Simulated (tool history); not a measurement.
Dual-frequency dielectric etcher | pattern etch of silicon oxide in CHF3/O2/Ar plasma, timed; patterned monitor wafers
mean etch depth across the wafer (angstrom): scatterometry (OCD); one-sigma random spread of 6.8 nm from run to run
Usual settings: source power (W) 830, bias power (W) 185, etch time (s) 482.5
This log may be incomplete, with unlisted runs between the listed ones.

| run | hour | source power (W) | bias power (W) | etch time (s) | read-back reference wafer on the same gauge, depth_nm | mean etch depth across the wafer (angstrom) |
|---|---|---|---|---|---|---|
| 1 | 0 | 830 | 185 | 482.5 | 890 | 10646 |
| 2 | 10.4 | 830 | 185 | 482.5 | 890.2 | 10842 |
| 3 | 24.6 | 830 | 185 | 482.5 | 889.6 | 10820 |
| 4 | 35 | 830 | 185 | 378.5 | 891.9 | 8440 |
|  | 46.8 | source power generator calibrated |
| 5 | 49.7 | 760 | 185 | 482.5 | 888.3 | 10487 |
|  | 74.5 | wet clean of the chamber |
| 6 | 75 | 690 | 185 | 482.5 | 889 | 9585 |
| 7 | 75.4 | 830 | 185 | 482.5 | 890.4 | 10274 |
| 8 | 86.5 | 830 | 185 | 547.5 | 890.9 | 11533 |
| 9 | 133.8 | 1010 | 218 | 482.5 | 888.6 | 11386 |
| 10 | 148.3 | 830 | 185 | 415.5 | 891.1 | 8892 |
| 11 | 162.8 | 700 | 197 | 568 | 890.6 | 11761 |
|  | 171.1 | bias power generator calibrated |
| 12 | 171.6 | 830 | 161 | 482.5 | 889.2 | 10068 |
|  | 196.8 | upper electrode replaced |
| 13 | 197.3 | 1030 | 221 | 578.5 | 889.3 | 13977 |
| 14 | 197.7 | 690 | 208 | 583 | 890.6 | 12106 |
| 15 | 201 | 830 | 185 | 482.5 | 890.8 | 10318 |
| 16 | 207.4 | 830 | 185 | 482.5 | 893.2 | 10468 |
| 17 | 221.6 | 940 | 185 | 482.5 | 891.3 | 10874 |
| 18 | 230.6 | 830 | 185 | 482.5 | 890.1 | 10363 |
|  | 231.4 | gauge calibrated |
| 19 | 241.3 | 970 | 185 | 567 | 888 | 13011 |
| 20 | 249.2 | 730 | 216 | 397 | 889.7 | 8582 |
| 21 | 279.4 | 690 | 208 | 583 | 890.8 | 12207 |
| 22 | 294.4 | 680 | 140 | 572.5 | 890.9 | 11082 |
| 23 | 302.3 | 1020 | 168 | 482.5 | 889.8 | 11050 |
| 24 | 319.9 | 1000 | 185 | 576.5 | 889.9 | 13578 |
| 25 | 330.6 | 830 | 229 | 482.5 | 893.4 | 11096 |
| 26 | 338.6 | 830 | 197 | 587.5 | 889.4 | 13112 |
| 27 | 354.3 | 680 | 231 | 482.5 | 892.8 | 10424 |
| 28 | 371.8 | 1020 | 185 | 482.5 | 891.7 | 11404 |
| 29 | 386 | 830 | 185 | 482.5 | 888.5 | 10657 |

Measured less the same run without the tool's hidden state. The same run-to-run variation is in both; the gauge's scatter may not be:
The hidden state here: etch rate over this chamber's usual, %; source power that arrives over what is set, %; bias power that arrives over what is set, %; gauge reads high (%).
| run | mean etch depth across the wafer (angstrom) |
|---|---|
| 1 | +523 |
| 2 | +545 |
| 3 | +563 |
| 4 | +449 |
| 5 | +577 |
| 6 | +10 |
| 7 | +11 |
| 8 | +29 |
| 9 | +98 |
| 10 | +94 |
| 11 | +146 |
| 12 | +136 |
| 13 | +235 |
| 14 | +204 |
| 15 | +179 |
| 16 | +190 |
| 17 | +216 |
| 18 | +218 |
| 19 | +291 |
| 20 | +200 |
| 21 | +331 |
| 22 | +321 |
| 23 | +331 |
| 24 | +437 |
| 25 | +371 |
| 26 | +452 |
| 27 | +379 |
| 28 | +439 |
| 29 | +429 |

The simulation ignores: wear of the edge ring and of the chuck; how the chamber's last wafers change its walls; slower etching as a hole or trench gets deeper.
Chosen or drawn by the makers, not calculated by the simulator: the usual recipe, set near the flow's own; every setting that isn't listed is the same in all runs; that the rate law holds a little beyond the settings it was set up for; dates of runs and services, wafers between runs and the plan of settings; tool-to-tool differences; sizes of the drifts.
